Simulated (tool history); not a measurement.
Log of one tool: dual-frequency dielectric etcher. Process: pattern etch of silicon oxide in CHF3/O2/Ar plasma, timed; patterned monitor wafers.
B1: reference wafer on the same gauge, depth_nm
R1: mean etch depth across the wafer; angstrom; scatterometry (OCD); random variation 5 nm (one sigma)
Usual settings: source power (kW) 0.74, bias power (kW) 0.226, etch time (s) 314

{"run": 1, "hour": 0.0, "source power (kW)": 0.74, "bias power (kW)": 0.226, "etch time (s)": 314, "B1": 696, "R1": 7937}
{"run": 2, "hour": 16.4, "source power (kW)": 0.74, "bias power (kW)": 0.226, "etch time (s)": 314, "B1": 697, "R1": 7883}
{"run": 3, "hour": 38.5, "source power (kW)": 0.74, "bias power (kW)": 0.267, "etch time (s)": 314, "B1": 697.6, "R1": 8487}
{"run": 4, "hour": 50.8, "source power (kW)": 0.74, "bias power (kW)": 0.196, "etch time (s)": 314, "B1": 698.4, "R1": 7572}
{"run": 5, "hour": 67.2, "source power (kW)": 0.74, "bias power (kW)": 0.196, "etch time (s)": 314, "B1": 696, "R1": 7593}
{"run": 6, "hour": 83.6, "source power (kW)": 0.74, "bias power (kW)": 0.196, "etch time (s)": 314, "B1": 696.3, "R1": 7629}
{"run": 7, "hour": 106.0, "source power (kW)": 0.74, "bias power (kW)": 0.254, "etch time (s)": 314, "B1": 696.5, "R1": 8360}
{"run": 8, "hour": 119.7, "source power (kW)": 0.74, "bias power (kW)": 0.254, "etch time (s)": 314, "B1": 696.1, "R1": 8386}
{"hour": 153.5, "done": "wet clean of the chamber"}
{"run": 9, "hour": 154.0, "source power (kW)": 0.74, "bias power (kW)": 0.254, "etch time (s)": 314, "B1": 696.7, "R1": 8463}
{"hour": 156.6, "done": "gauge calibrated"}
{"run": 10, "hour": 165.6, "source power (kW)": 0.74, "bias power (kW)": 0.226, "etch time (s)": 314, "B1": 696.3, "R1": 8212}
{"hour": 181.9, "done": "source power generator calibrated"}
{"run": 11, "hour": 185.6, "source power (kW)": 0.74, "bias power (kW)": 0.226, "etch time (s)": 314, "B1": 698.5, "R1": 8208}
{"run": 12, "hour": 207.6, "source power (kW)": 0.8, "bias power (kW)": 0.209, "etch time (s)": 403, "B1": 695.7, "R1": 10641}
{"hour": 238.1, "done": "wet clean of the chamber, repeated, since the last time left the tool worse"}
{"run": 13, "hour": 240.0, "source power (kW)": 0.66, "bias power (kW)": 0.198, "etch time (s)": 288, "B1": 697.5, "R1": 6505}
{"run": 14, "hour": 260.6, "source power (kW)": 0.65, "bias power (kW)": 0.249, "etch time (s)": 235.5, "B1": 696.8, "R1": 5688}
{"run": 15, "hour": 279.8, "source power (kW)": 0.74, "bias power (kW)": 0.226, "etch time (s)": 314, "B1": 696.9, "R1": 7793}
{"run": 16, "hour": 300.8, "source power (kW)": 0.74, "bias power (kW)": 0.182, "etch time (s)": 391.5, "B1": 696.3, "R1": 8943}
{"hour": 335.4, "done": "upper electrode replaced"}
{"hour": 391.3, "done": "bias power generator calibrated"}
{"run": 17, "hour": 397.4, "source power (kW)": 0.64, "bias power (kW)": 0.226, "etch time (s)": 370, "B1": 696.2, "R1": 8685}
{"run": 18, "hour": 416.9, "source power (kW)": 0.74, "bias power (kW)": 0.226, "etch time (s)": 314, "B1": 698.4, "R1": 7838}
{"run": 19, "hour": 437.2, "source power (kW)": 0.74, "bias power (kW)": 0.226, "etch time (s)": 262.5, "B1": 696.7, "R1": 6579}
{"run": 20, "hour": 464.3, "source power (kW)": 0.82, "bias power (kW)": 0.276, "etch time (s)": 280.5, "B1": 699.7, "R1": 7871}
{"hour": 473.2, "done": "gauge calibrated"}
{"run": 21, "hour": 478.1, "source power (kW)": 0.74, "bias power (kW)": 0.226, "etch time (s)": 392.5, "B1": 695, "R1": 10005}
{"run": 22, "hour": 504.4, "source power (kW)": 0.85, "bias power (kW)": 0.183, "etch time (s)": 314, "B1": 697.2, "R1": 7819}

Forecast each of these 3 alternatives for the next run:
{"run": "A", "hour": 504.9, "source power (kW)": 0.74, "bias power (kW)": 0.226, "etch time (s)": 314, "B1": "?", "R1": "?"}
{"run": "B", "hour": 504.9, "source power (kW)": 0.58, "bias power (kW)": 0.198, "etch time (s)": 368, "B1": "?", "R1": "?"}
{"run": "C", "hour": 504.9, "source power (kW)": 0.62, "bias power (kW)": 0.253, "etch time (s)": 346, "B1": "?", "R1": "?"}

run=A B1=697.7 R1=7934
run=B B1=697.7 R1=7974
run=C B1=697.7 R1=8395
Without the tool's hidden state the same runs would have given:
run=A R1=7777
run=B R1=7816
run=C R1=8229
